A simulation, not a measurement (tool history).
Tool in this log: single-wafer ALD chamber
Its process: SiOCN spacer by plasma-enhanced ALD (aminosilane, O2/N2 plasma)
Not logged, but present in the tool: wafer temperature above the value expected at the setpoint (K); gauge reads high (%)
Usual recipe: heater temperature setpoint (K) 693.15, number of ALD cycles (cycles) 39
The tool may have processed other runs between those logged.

run,hour,heater temperature setpoint (K),number of ALD cycles (cycles),wafers since the last listed run,hours since the last thermocouple change,hours since the gauge calibration,"read-back reference wafer on the same gauge, thickness_nm",mean film thickness on the monitor wafer (nm)
1,0.0,693.15,39,0,2901.4,241.1,1.979,2.370
2,12.1,693.15,39,81,2913.5,253.2,1.980,2.367
3,31.3,682.15,39,128,2932.7,272.4,1.981,2.479
4,61.7,682.15,39,204,2963.1,302.8,1.980,2.468
5,79.6,693.15,39,120,2981.0,320.7,1.981,2.372
6,98.9,687.15,45,129,3000.3,340.0,1.982,2.809
7,130.3,687.15,45,210,3031.7,371.4,1.981,2.797
8,146.4,687.15,45,108,3047.8,387.5,1.978,2.791
9,163.6,704.15,39,115,3065.0,404.7,1.981,2.268
10,190.9,704.15,39,183,3092.3,432.0,1.979,2.277
11,203.3,693.15,39,83,3104.7,444.4,1.980,2.373
# hour 215.4: gauge calibrated
12,220.2,693.15,39,113,3121.6,4.8,1.982,2.377
13,247.7,693.15,39,184,3149.1,32.3,1.979,2.373
14,259.7,686.15,39,80,3161.1,44.3,1.981,2.430
15,277.1,686.15,39,116,3178.5,61.7,1.981,2.429
16,297.5,684.15,39,137,3198.9,82.1,1.980,2.453
17,315.1,693.15,43,118,3216.5,99.7,1.981,2.611
# hour 338.8: thermocouple changed; heater temperature recalibrated
18,339.2,689.15,44,108,0.4,123.8,1.980,2.716
19,370.2,681.15,34,208,31.4,154.8,1.979,2.148
20,396.5,708.15,37,176,57.7,181.1,1.979,2.133
21,430.4,698.15,39,227,91.6,215.0,1.977,2.335
22,453.7,693.15,39,156,114.9,238.3,1.982,2.368
23,482.2,699.15,39,191,143.4,266.8,1.981,2.329
24,497.8,693.15,35,104,159.0,282.4,1.981,2.128
25,516.0,693.15,43,122,177.2,300.6,1.979,2.621
26,549.2,679.15,32,223,210.4,333.8,1.979,2.039
27,578.2,689.15,39,194,239.4,362.8,1.980,2.408
28,593.9,704.15,43,105,255.1,378.5,1.980,2.510
29,611.4,686.15,45,117,272.6,396.0,1.982,2.794
30,626.1,679.15,42,98,287.3,410.7,1.978,2.681
31,654.8,697.15,31,192,316.0,439.4,1.983,1.859
32,667.6,693.15,39,85,328.8,452.2,1.981,2.357

Entry by entry between the runs, the difference in hidden state between the last listed run before and the first listed run after:
Run 11 -> run 12: gauge calibrated (hour 215.4)
  nothing in the hidden state changes from one run to the other
Run 17 -> run 18: thermocouple changed; heater temperature recalibrated (hour 338.8)
  nothing in the hidden state changes from one run to the other
